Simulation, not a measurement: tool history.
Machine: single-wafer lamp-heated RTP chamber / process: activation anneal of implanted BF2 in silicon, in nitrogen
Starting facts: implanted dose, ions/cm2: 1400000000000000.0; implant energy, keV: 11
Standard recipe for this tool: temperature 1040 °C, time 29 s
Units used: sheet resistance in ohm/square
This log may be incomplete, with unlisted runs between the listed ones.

| run | hour | temperature | time | read-back reference wafer on the same gauge, sheet resistance | sheet resistance |
|---|---|---|---|---|---|
| 1 | 0 | 1040 | 29 | 184.13 | 153.84 |
| 2 | 24.9 | 1040 | 29 | 184.05 | 153.33 |
| 3 | 43.4 | 1040 | 29 | 184.17 | 152.71 |
| 4 | 73.1 | 1040 | 29 | 184.15 | 153.87 |
| 5 | 96.1 | 1040 | 29 | 183.99 | 152.63 |
| 6 | 115.5 | 1040 | 35 | 184.23 | 146.95 |
| 7 | 128.3 | 1040 | 29 | 184.26 | 153.18 |
| 8 | 153.2 | 1040 | 29 | 184.06 | 152.23 |
| 9 | 172.6 | 1040 | 29 | 184.2 | 152.4 |
| 10 | 194.8 | 1040 | 29 | 183.89 | 151.99 |
| 11 | 212 | 1040 | 29 | 183.96 | 151.89 |
| 12 | 230.4 | 1040 | 29 | 183.95 | 152.27 |
|  | 230.8 | gauge calibrated |
| 13 | 244.6 | 1040 | 29 | 183.93 | 151.91 |
| 14 | 257.7 | 1040 | 16 | 184 | 169.84 |
| 15 | 285 | 1040 | 29 | 184.01 | 152.11 |
|  | 302.5 | pyrometer window cleaned and pyrometer calibrated |
| 16 | 314.6 | 1040 | 29 | 184.08 | 158 |
| 17 | 342.7 | 1040 | 17 | 184.11 | 172.36 |
| 18 | 371.8 | 1040 | 29 | 183.91 | 155.04 |
|  | 395.3 | reflector plate cleaned |
| 19 | 397.9 | 1054 | 45 | 183.88 | 128.26 |
| 20 | 425.9 | 1063 | 29 | 183.97 | 129.2 |
| 21 | 458.6 | 1027 | 20 | 184.03 | 179.18 |
| 22 | 472 | 1040 | 44 | 184.08 | 140.58 |
| 23 | 498.2 | 1057 | 38 | 183.71 | 127.55 |
| 24 | 521.8 | 1028 | 45 | 184.18 | 148.91 |
| 25 | 538.8 | 1040 | 29 | 183.73 | 152.9 |
| 26 | 561.6 | 1068 | 29 | 184.27 | 122.11 |
| 27 | 587.1 | 1062 | 22 | 183.95 | 136.57 |
| 28 | 623.8 | 1040 | 29 | 184.04 | 152.79 |
| 29 | 659 | 1020 | 21 | 183.96 | 186.1 |
| 30 | 681.6 | 1061 | 44 | 183.82 | 118.39 |
|  | 691.1 | pyrometer window cleaned and pyrometer calibrated |
| 31 | 712.3 | 1064 | 34 | 183.83 | 126.88 |
| 32 | 739.4 | 1040 | 23 | 184.02 | 162.51 |
| 33 | 764.9 | 1040 | 29 | 183.91 | 154.11 |
| 34 | 786.3 | 1067 | 43 | 184.19 | 114.88 |
| 35 | 799.9 | 1012 | 12 | 183.93 | 234.83 |
| 36 | 834.5 | 1040 | 29 | 184.08 | 153.59 |
| 37 | 868.7 | 1040 | 29 | 184.16 | 153.07 |
| 38 | 891.9 | 1064 | 15 | 183.9 | 146.7 |

Below, some changes in sheet resistance between adjacent runs. For each, the amount present without the hidden state too (settings, incoming material, random variation) and the amount remaining for the hidden state with gauge scatter not shared by both compared results:
Unlogged tool condition in this case: true wafer temperature minus pyrometer reading, K; wafer temperature error from the tarnished reflector plate, K; gauge reads high (%).
Run 15 -> 16: pyrometer window cleaned and pyrometer calibrated. sheet resistance +5.89 ohm/square: hidden state +5.27, all else +0.62.
Run 29 -> 30: temperature 1020 -> 1061, time 21 -> 44. sheet resistance -67.71 ohm/square: hidden state +3.01, all else -70.72.
Run 34 -> 35: temperature 1067 -> 1012, time 43 -> 12. sheet resistance +119.95 ohm/square: hidden state -5.64, all else +125.59.
Run 35 -> 36: temperature 1012 -> 1040, time 12 -> 29. sheet resistance -81.24 ohm/square: hidden state +5.59, all else -86.83.
